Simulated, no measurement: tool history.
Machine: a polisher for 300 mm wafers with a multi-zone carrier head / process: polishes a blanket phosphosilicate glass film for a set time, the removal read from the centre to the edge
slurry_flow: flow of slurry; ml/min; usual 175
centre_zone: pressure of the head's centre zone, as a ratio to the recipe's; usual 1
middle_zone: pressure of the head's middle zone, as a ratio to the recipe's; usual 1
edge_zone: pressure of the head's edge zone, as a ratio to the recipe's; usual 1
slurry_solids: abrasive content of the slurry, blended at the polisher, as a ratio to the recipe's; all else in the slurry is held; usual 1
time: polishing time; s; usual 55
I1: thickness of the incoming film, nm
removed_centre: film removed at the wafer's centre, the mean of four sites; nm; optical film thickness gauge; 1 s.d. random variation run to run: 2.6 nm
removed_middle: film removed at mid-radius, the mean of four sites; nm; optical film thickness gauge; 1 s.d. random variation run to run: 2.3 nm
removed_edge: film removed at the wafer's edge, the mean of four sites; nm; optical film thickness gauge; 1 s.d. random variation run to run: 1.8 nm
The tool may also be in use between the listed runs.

run 1 hour=0 | slurry_flow=215 centre_zone=1 middle_zone=1 edge_zone=1 slurry_solids=1 time=50 | I1=4621.4 | removed_centre=243.3 removed_middle=242.9 removed_edge=250.2
-- hour=28.6 centre zone pressure recalibrated
run 2 hour=48.5 | slurry_flow=215 centre_zone=1 middle_zone=1 edge_zone=1 slurry_solids=1 time=50 | I1=4809.5 | removed_centre=243.5 removed_middle=239.4 removed_edge=248.9
-- hour=54 worn pad replaced by a new one
run 3 hour=88 | slurry_flow=175 centre_zone=1 middle_zone=0.9 edge_zone=1.09 slurry_solids=1 time=55 | I1=4760.8 | removed_centre=252.7 removed_middle=231.8 removed_edge=275.3
run 4 hour=193.1 | slurry_flow=175 centre_zone=1.06 middle_zone=1 edge_zone=1 slurry_solids=1 time=55 | I1=4684.3 | removed_centre=262.1 removed_middle=253.7 removed_edge=263.3
run 5 hour=277.2 | slurry_flow=175 centre_zone=1 middle_zone=1 edge_zone=1 slurry_solids=1 time=55 | I1=4743.7 | removed_centre=247.7 removed_middle=251.7 removed_edge=264.9
-- hour=446.5 slurry nozzle cleaned
run 6 hour=537.9 | slurry_flow=175 centre_zone=1 middle_zone=1 edge_zone=1 slurry_solids=0.9 time=55 | I1=4708.2 | removed_centre=247 removed_middle=251.5 removed_edge=260.4
-- hour=575.1 worn pad replaced by a new one
-- hour=588.6 centre zone pressure recalibrated
run 7 hour=750.9 | slurry_flow=225 centre_zone=1 middle_zone=1.03 edge_zone=0.94 slurry_solids=1 time=43 | I1=4687.6 | removed_centre=204.6 removed_middle=214.5 removed_edge=209.7
run 8 hour=840.8 | slurry_flow=200 centre_zone=1 middle_zone=1 edge_zone=1 slurry_solids=1 time=55 | I1=4749.4 | removed_centre=257.9 removed_middle=261.6 removed_edge=271.3
-- hour=901.1 edge zone pressure recalibrated
run 9 hour=938.9 | slurry_flow=215 centre_zone=1 middle_zone=1 edge_zone=1 slurry_solids=1 time=55 | I1=4793.6 | removed_centre=266.5 removed_middle=259.3 removed_edge=272.5
run 10 hour=1011.9 | slurry_flow=175 centre_zone=1 middle_zone=1 edge_zone=0.9 slurry_solids=1 time=42 | I1=4625.4 | removed_centre=189.7 removed_middle=190.7 removed_edge=194.1
-- hour=1054.4 slurry nozzle cleaned
run 11 hour=1110.9 | slurry_flow=175 centre_zone=1 middle_zone=1 edge_zone=1 slurry_solids=1 time=55 | I1=4731.2 | removed_centre=264 removed_middle=261.7 removed_edge=273.1
-- hour=1128.3 centre zone pressure recalibrated
run 12 hour=1154 | slurry_flow=175 centre_zone=1 middle_zone=1 edge_zone=1 slurry_solids=1.2 time=55 | I1=4702.5 | removed_centre=276.3 removed_middle=276.3 removed_edge=290.3
-- hour=1163.5 worn pad replaced by a new one
run 13 hour=1249.8 | slurry_flow=175 centre_zone=0.93 middle_zone=1 edge_zone=0.96 slurry_solids=1 time=55 | I1=4702.7 | removed_centre=234.7 removed_middle=256.5 removed_edge=265.2
-- hour=1296.5 carrier head's membrane replaced by a new one
run 14 hour=1315.5 | slurry_flow=175 centre_zone=1 middle_zone=1 edge_zone=1 slurry_solids=1 time=55 | I1=4603.3 | removed_centre=253 removed_middle=256.6 removed_edge=264.7
run 15 hour=1376.3 | slurry_flow=175 centre_zone=1 middle_zone=1 edge_zone=1 slurry_solids=1 time=67 | I1=4666.9 | removed_centre=310 removed_middle=305.3 removed_edge=320.4
run 16 hour=1427.4 | slurry_flow=175 centre_zone=0.94 middle_zone=1 edge_zone=1 slurry_solids=1 time=55 | I1=4724.2 | removed_centre=233.2 removed_middle=253.3 removed_edge=266.2
run 17 hour=1532.1 | slurry_flow=225 centre_zone=1 middle_zone=1 edge_zone=0.97 slurry_solids=1 time=55 | I1=4677.1 | removed_centre=270.2 removed_middle=264.7 removed_edge=267.3
run 18 hour=1626.9 | slurry_flow=175 centre_zone=1 middle_zone=1 edge_zone=1 slurry_solids=1.15 time=71 | I1=4767.7 | removed_centre=340.6 removed_middle=339.5 removed_edge=362.1
-- hour=1671.6 slurry nozzle cleaned
run 19 hour=1677.5 | slurry_flow=175 centre_zone=1 middle_zone=1 edge_zone=1 slurry_solids=1 time=55 | I1=4642.7 | removed_centre=262.1 removed_middle=264.4 removed_edge=270.4
-- hour=1691.4 worn pad replaced by a new one
run 20 hour=1771.9 | slurry_flow=190 centre_zone=1 middle_zone=0.94 edge_zone=0.96 slurry_solids=0.9 time=55 | I1=4662.6 | removed_centre=252 removed_middle=238.6 removed_edge=256.9

Each row is a separate what-if for the run after 20, all from the same tool condition, not one after another. Results?
run A hour=1772.3 | slurry_flow=175 centre_zone=1 middle_zone=1 edge_zone=1 slurry_solids=1 time=55 | I1=4700.7 | removed_centre=? removed_middle=? removed_edge=?
run B hour=1772.3 | slurry_flow=175 centre_zone=1.06 middle_zone=1 edge_zone=1 slurry_solids=1 time=39 | I1=4700.7 | removed_centre=? removed_middle=? removed_edge=?
run C hour=1772.3 | slurry_flow=140 centre_zone=0.91 middle_zone=1.07 edge_zone=1 slurry_solids=1 time=40 | I1=4700.7 | removed_centre=? removed_middle=? removed_edge=?
run D hour=1772.3 | slurry_flow=175 centre_zone=0.89 middle_zone=1 edge_zone=1 slurry_solids=0.75 time=69 | I1=4700.7 | removed_centre=? removed_middle=? removed_edge=?
run E hour=1772.3 | slurry_flow=210 centre_zone=1 middle_zone=1 edge_zone=0.89 slurry_solids=1 time=55 | I1=4700.7 | removed_centre=? removed_middle=? removed_edge=?

run=A removed_centre=261.6 removed_middle=260.1 removed_edge=272.3
run=B removed_centre=196.7 removed_middle=184.3 removed_edge=193.1
run=C removed_centre=163.1 removed_middle=190.2 removed_edge=190.6
run=D removed_centre=257.6 removed_middle=288.2 removed_edge=301.5
run=E removed_centre=271.7 removed_middle=269 removed_edge=268.6
Stripped of hidden state, with their random variation kept, the same runs would have yielded:
run=A removed_centre=268.4 removed_middle=266.1 removed_edge=276.9
run=B removed_centre=201.9 removed_middle=188.6 removed_edge=196.3
run=C removed_centre=168.6 removed_middle=195.8 removed_edge=194.6
run=D removed_centre=264.3 removed_middle=294.9 removed_edge=306.6
run=E removed_centre=277.5 removed_middle=274.2 removed_edge=272.4
